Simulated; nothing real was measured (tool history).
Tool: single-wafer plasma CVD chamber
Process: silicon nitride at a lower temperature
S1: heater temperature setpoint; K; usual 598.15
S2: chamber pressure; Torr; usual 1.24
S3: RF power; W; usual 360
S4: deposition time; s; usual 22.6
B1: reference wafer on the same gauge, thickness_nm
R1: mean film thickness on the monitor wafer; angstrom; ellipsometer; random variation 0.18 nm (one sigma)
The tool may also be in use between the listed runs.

run 1 hour=0.0 | S1=598.15 S2=1.24 S3=360 S4=22.6 | B1=25.500 | R1=292.72
run 2 hour=78.6 | S1=598.15 S2=1.15 S3=360 S4=24.4 | B1=25.534 | R1=304.24
run 3 hour=119.8 | S1=598.15 S2=1.24 S3=360 S4=22.6 | B1=25.475 | R1=292.74
run 4 hour=186.8 | S1=598.15 S2=1.24 S3=360 S4=22.6 | B1=25.558 | R1=289.51
run 5 hour=231.3 | S1=598.15 S2=1.24 S3=360 S4=22.6 | B1=25.496 | R1=293.24
run 6 hour=328.8 | S1=598.15 S2=1.24 S3=360 S4=22.6 | B1=25.482 | R1=290.09
run 7 hour=412.9 | S1=598.15 S2=1.24 S3=360 S4=22.6 | B1=25.529 | R1=289.81
run 8 hour=498.8 | S1=598.15 S2=1.24 S3=360 S4=22.6 | B1=25.507 | R1=292.78
run 9 hour=580.2 | S1=598.15 S2=1.24 S3=360 S4=22.6 | B1=25.465 | R1=287.57
run 10 hour=627.2 | S1=598.15 S2=1.24 S3=360 S4=22.6 | B1=25.529 | R1=288.43
run 11 hour=673.2 | S1=598.15 S2=1.24 S3=360 S4=22.6 | B1=25.481 | R1=287.96
-- hour=725.4 showerhead replaced
run 12 hour=725.9 | S1=598.15 S2=1.24 S3=360 S4=22.6 | B1=25.496 | R1=290.84
run 13 hour=787.4 | S1=598.15 S2=1.24 S3=360 S4=22.6 | B1=25.474 | R1=288.36
run 14 hour=870.0 | S1=598.15 S2=1.24 S3=360 S4=20.1 | B1=25.468 | R1=257.62
run 15 hour=919.5 | S1=605.15 S2=1.24 S3=430 S4=22.6 | B1=25.477 | R1=311.08
run 16 hour=998.3 | S1=598.15 S2=1.24 S3=360 S4=22.6 | B1=25.522 | R1=288.60
-- hour=1119.9 gauge calibrated
-- hour=1135.1 RF generator calibrated
run 17 hour=1204.9 | S1=598.15 S2=1.24 S3=360 S4=22.6 | B1=25.488 | R1=301.61
run 18 hour=1277.2 | S1=610.15 S2=0.95 S3=360 S4=22.6 | B1=25.519 | R1=256.94
run 19 hour=1336.2 | S1=585.15 S2=1.24 S3=360 S4=22.6 | B1=25.441 | R1=300.31
-- hour=1379.6 thermocouple changed; heater temperature recalibrated
run 20 hour=1437.7 | S1=591.15 S2=1.24 S3=320 S4=22.6 | B1=25.466 | R1=282.41
run 21 hour=1502.6 | S1=598.15 S2=1.24 S3=360 S4=22.6 | B1=25.530 | R1=298.16
run 22 hour=1576.3 | S1=598.15 S2=1.24 S3=360 S4=22.6 | B1=25.495 | R1=294.21
-- hour=1623.9 capacitance manometer re-zeroed and calibrated
run 23 hour=1648.0 | S1=598.15 S2=1.24 S3=360 S4=22.6 | B1=25.512 | R1=293.58
run 24 hour=1739.1 | S1=609.15 S2=1.24 S3=305 S4=22.6 | B1=25.484 | R1=272.54
run 25 hour=1799.0 | S1=589.15 S2=1.15 S3=410 S4=22.6 | B1=25.458 | R1=306.16
run 26 hour=1879.3 | S1=598.15 S2=1.24 S3=305 S4=22.6 | B1=25.527 | R1=272.48
run 27 hour=1952.0 | S1=606.15 S2=1.51 S3=410 S4=18.5 | B1=25.532 | R1=275.40
run 28 hour=2022.4 | S1=584.15 S2=1.05 S3=425 S4=25.7 | B1=25.491 | R1=338.59
run 29 hour=2075.2 | S1=589.15 S2=1.49 S3=360 S4=25.6 | B1=25.485 | R1=358.73

Forecast each of these 3 alternatives for the next run:
run A hour=2075.6 | S1=598.15 S2=1.24 S3=360 S4=22.6 | B1=? | R1=?
run B hour=2075.6 | S1=598.15 S2=1.47 S3=320 S4=26.9 | B1=? | R1=?
run C hour=2075.6 | S1=585.15 S2=1.24 S3=360 S4=23.8 | B1=? | R1=?

run=A B1=25.484 R1=293.85
run=B B1=25.484 R1=355.04
run=C B1=25.484 R1=310.95
Without the tool's hidden state the same runs would have given:
run=A R1=299.18
run=B R1=361.71
run=C R1=316.59
